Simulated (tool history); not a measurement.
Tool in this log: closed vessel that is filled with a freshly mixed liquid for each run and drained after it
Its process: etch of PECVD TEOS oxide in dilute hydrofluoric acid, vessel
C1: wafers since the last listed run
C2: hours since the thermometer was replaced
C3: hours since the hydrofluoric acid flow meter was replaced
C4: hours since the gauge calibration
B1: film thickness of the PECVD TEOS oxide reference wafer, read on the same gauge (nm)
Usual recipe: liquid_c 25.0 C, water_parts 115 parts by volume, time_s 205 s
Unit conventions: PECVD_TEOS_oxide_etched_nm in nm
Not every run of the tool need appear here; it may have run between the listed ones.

Run 1, hour 0.0: usual settings; C1 0; C2 757.6; C3 1381.2; C4 601.6; B1 130.00. Result: PECVD_TEOS_oxide_etched_nm 33.78 nm.
Run 2, hour 24.2: usual settings; C1 2508; C2 781.8; C3 1405.4; C4 625.8; B1 130.03. Result: PECVD_TEOS_oxide_etched_nm 34.21 nm.
Run 3, hour 75.3: usual settings; C1 5297; C2 832.9; C3 1456.5; C4 676.9; B1 130.01. Result: PECVD_TEOS_oxide_etched_nm 34.01 nm.
At hour 78.8: thermometer replaced.
Run 4, hour 100.7: usual settings but liquid_c 22.0 C; C1 2529; C2 21.9; C3 1481.9; C4 702.3; B1 129.95. Result: PECVD_TEOS_oxide_etched_nm 30.39 nm.
Run 5, hour 145.3: usual settings but liquid_c 22.0 C; C1 4623; C2 66.5; C3 1526.5; C4 746.9; B1 129.99. Result: PECVD_TEOS_oxide_etched_nm 30.41 nm.
Run 6, hour 175.1: usual settings but liquid_c 22.0 C; C1 3089; C2 96.3; C3 1556.3; C4 776.7; B1 130.03. Result: PECVD_TEOS_oxide_etched_nm 30.58 nm.
Run 7, hour 212.9: usual settings but time_s 135 s; C1 3918; C2 134.1; C3 1594.1; C4 814.5; B1 130.00. Result: PECVD_TEOS_oxide_etched_nm 22.71 nm.
Run 8, hour 238.2: usual settings but time_s 135 s; C1 2622; C2 159.4; C3 1619.4; C4 839.8; B1 130.01. Result: PECVD_TEOS_oxide_etched_nm 22.22 nm.
Run 9, hour 268.0: usual settings; C1 3089; C2 189.2; C3 1649.2; C4 869.6; B1 129.98. Result: PECVD_TEOS_oxide_etched_nm 34.45 nm.
Run 10, hour 323.3: usual settings; C1 5733; C2 244.5; C3 1704.5; C4 924.9; B1 130.00. Result: PECVD_TEOS_oxide_etched_nm 34.07 nm.
Run 11, hour 352.9: usual settings; C1 3068; C2 274.1; C3 1734.1; C4 954.5; B1 129.98. Result: PECVD_TEOS_oxide_etched_nm 34.67 nm.
Run 12, hour 393.9: usual settings; C1 4250; C2 315.1; C3 1775.1; C4 995.5; B1 130.00. Result: PECVD_TEOS_oxide_etched_nm 34.20 nm.
At hour 418.4: gauge calibrated.
Run 13, hour 461.0: usual settings but liquid_c 21.5 C, time_s 265 s; C1 6956; C2 382.2; C3 1842.2; C4 42.6; B1 129.99. Result: PECVD_TEOS_oxide_etched_nm 38.86 nm.
Run 14, hour 487.7: usual settings but liquid_c 21.5 C, time_s 265 s; C1 2768; C2 408.9; C3 1868.9; C4 69.3; B1 130.00. Result: PECVD_TEOS_oxide_etched_nm 39.12 nm.
Run 15, hour 518.7: usual settings but liquid_c 21.5 C, time_s 265 s; C1 3213; C2 439.9; C3 1899.9; C4 100.3; B1 130.00. Result: PECVD_TEOS_oxide_etched_nm 39.00 nm.
Run 16, hour 562.8: usual settings but liquid_c 27.5 C, water_parts 100 parts by volume, time_s 110 s; C1 4572; C2 484.0; C3 1944.0; C4 144.4; B1 129.97. Result: PECVD_TEOS_oxide_etched_nm 23.86 nm.
Run 17, hour 605.0: usual settings; C1 4375; C2 526.2; C3 1986.2; C4 186.6; B1 129.99. Result: PECVD_TEOS_oxide_etched_nm 35.28 nm.
Run 18, hour 636.7: usual settings but water_parts 165 parts by volume; C1 3286; C2 557.9; C3 2017.9; C4 218.3; B1 130.03. Result: PECVD_TEOS_oxide_etched_nm 22.80 nm.

Predict the results of run 19:
Run 19, hour 665.9: usual settings; C1 3027; C2 587.1; C3 2047.1; C4 247.5; B1 ?. Result: PECVD_TEOS_oxide_etched_nm ?.

{"run 19": {"B1": 130.01, "PECVD_TEOS_oxide_etched_nm": 34.94}}
Take away the tool's hidden state, keep the run-to-run variation as it was, and the same run would have given PECVD_TEOS_oxide_etched_nm 32.44 nm.
